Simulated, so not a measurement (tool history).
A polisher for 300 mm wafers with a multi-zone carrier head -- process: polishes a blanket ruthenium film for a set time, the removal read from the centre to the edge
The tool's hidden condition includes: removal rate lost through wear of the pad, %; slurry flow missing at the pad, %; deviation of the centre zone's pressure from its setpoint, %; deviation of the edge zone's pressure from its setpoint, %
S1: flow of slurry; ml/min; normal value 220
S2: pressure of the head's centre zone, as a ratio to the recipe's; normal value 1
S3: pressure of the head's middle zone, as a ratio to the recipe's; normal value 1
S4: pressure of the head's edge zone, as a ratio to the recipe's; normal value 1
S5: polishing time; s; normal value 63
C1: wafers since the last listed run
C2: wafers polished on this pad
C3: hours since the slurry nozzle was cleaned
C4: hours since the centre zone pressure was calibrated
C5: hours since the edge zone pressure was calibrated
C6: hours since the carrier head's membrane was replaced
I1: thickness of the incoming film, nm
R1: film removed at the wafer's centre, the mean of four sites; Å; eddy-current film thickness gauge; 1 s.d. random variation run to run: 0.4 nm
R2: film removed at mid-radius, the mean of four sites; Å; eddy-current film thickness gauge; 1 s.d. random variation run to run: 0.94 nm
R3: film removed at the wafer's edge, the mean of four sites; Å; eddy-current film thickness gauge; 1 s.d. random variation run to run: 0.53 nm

run    hour   S1    S2    S3    S4  S5   C1    C2     C3      C4      C5      C6     I1   R1    R2   R3
  1       0  220     1     1     1  63    0  1348    360     824   377.7    1287  248.3  685   690  669
  2    96.6  220     1     1  1.03  63  764  2112  456.6   920.6   474.3  1383.6  247.9  695   686  672
  3   170.6  220     1  1.12     1  70  585  2698  530.6   994.6   548.3  1457.6  249.8  771   824  732
  4   217.9  220     1     1   0.9  63  374  3072  577.9  1041.9   595.6  1504.9  249.8  693   672  649
      229.4  -- slurry nozzle cleaned
  5   308.9  270  1.06     1  0.92  56  711  3784   79.5  1132.9   686.6  1595.9  252.9  698   610  607
        365  -- carrier head's membrane replaced by a new one
      407.1  -- worn pad replaced by a new one
  6   407.6  220     1  1.08   1.1  84  709     4  178.2  1231.6   785.3    42.6  250.2  954  1000  911
  7   461.2  220     1  1.05     1  63  423   428  231.8  1285.2   838.9    96.2  255.7  713   702  675
  8   498.4  220     1  1.08  1.05  63  294   722    269  1322.4   876.1   133.4  251.3  715   730  672
  9   573.8  220     1     1     1  63  596  1318  344.4  1397.8   951.5   208.8  246.8  734   676  671
      575.9  -- centre zone pressure recalibrated
 10   673.5  220     1     1     1  63  772  2091  444.1    97.6  1051.2   308.5  245.8  665   689  679
      720.9  -- edge zone pressure recalibrated
 11   721.4  220     1     1     1  63  363  2454    492   145.5     0.5   356.4  251.5  664   671  662
 12     760  245     1  0.94     1  63  305  2759  530.6   184.1    39.1     395  249.1  675   656  680
      777.9  -- slurry nozzle cleaned
 13   805.5  220  0.93  1.05     1  63  351  3111   27.6   229.6    84.6   440.5  247.4  616   722  669
 14     911  295  0.89   1.1     1  52  834  3946  133.1   335.1   190.1     546  249.7  519   619  569
      925.7  -- worn pad replaced by a new one
 15   983.8  220  1.06  1.08     1  53  544   459  205.9   407.9   262.9   618.8    249  595   603  552
 16  1047.7  220     1     1  1.05  58  505   964  269.8   471.8   326.8   682.7  245.8  616   635  629
 17  1134.8  220     1     1     1  63  688  1653  356.9   558.9   413.9   769.8  253.6  675   666  669
 18  1187.8  200     1  1.09     1  63  419  2072  409.9   611.9   466.9   822.8  249.4  660   711  654
       1281  -- slurry nozzle cleaned
 19  1290.8  220     1  0.94   1.1  63  806  2879    9.8   714.9   569.9   925.8  246.4  686   646  692
 20  1367.1  220     1     1  0.96  63  603  3483   86.1   791.2   646.2  1002.1  253.9  680   688  658
 21  1469.9  220     1     1     1  47  813  4296  188.9     894     749  1104.9  255.3  513   513  499

Describe how what the log doesn't record of the tool's condition differs between the last listed run preceding each entry between runs and the first listed run following it.
Run 4 -> run 5: slurry nozzle cleaned (hour 229.4)
  deviation of the centre zone's pressure from its setpoint, %: 5.44 -> 6.48
  difference, measured minus the result without the unlogged condition, R1: +36 -> +42 Å
Run 5 -> run 6: carrier head's membrane replaced by a new one (hour 365); worn pad replaced by a new one (hour 407.1)
  deviation of the centre zone's pressure from its setpoint, %: 6.48 -> 7.7
  difference, measured minus the result without the unlogged condition, R1: +42 -> +69 Å
Run 9 -> run 10: centre zone pressure recalibrated (hour 575.9)
  deviation of the centre zone's pressure from its setpoint, %: 9.99 -> -0.261
  difference, measured minus the result without the unlogged condition, R1: +67 -> -1 Å
Run 10 -> run 11: edge zone pressure recalibrated (hour 720.9)
  deviation of the centre zone's pressure from its setpoint, %: -0.261 -> -0.2
  difference, measured minus the result without the unlogged condition, R1: -1 -> -1 Å
Run 12 -> run 13: slurry nozzle cleaned (hour 777.9)
  deviation of the centre zone's pressure from its setpoint, %: -0.134 -> -0.0352
  difference, measured minus the result without the unlogged condition, R1: -1 -> +0 Å
Run 14 -> run 15: worn pad replaced by a new one (hour 925.7)
  deviation of the centre zone's pressure from its setpoint, %: 0.277 -> 0.56
  difference, measured minus the result without the unlogged condition, R1: +2 -> +3 Å
Run 18 -> run 19: slurry nozzle cleaned (hour 1281)
  deviation of the centre zone's pressure from its setpoint, %: 1.65 -> 2.37
  difference, measured minus the result without the unlogged condition, R1: +11 -> +16 Å
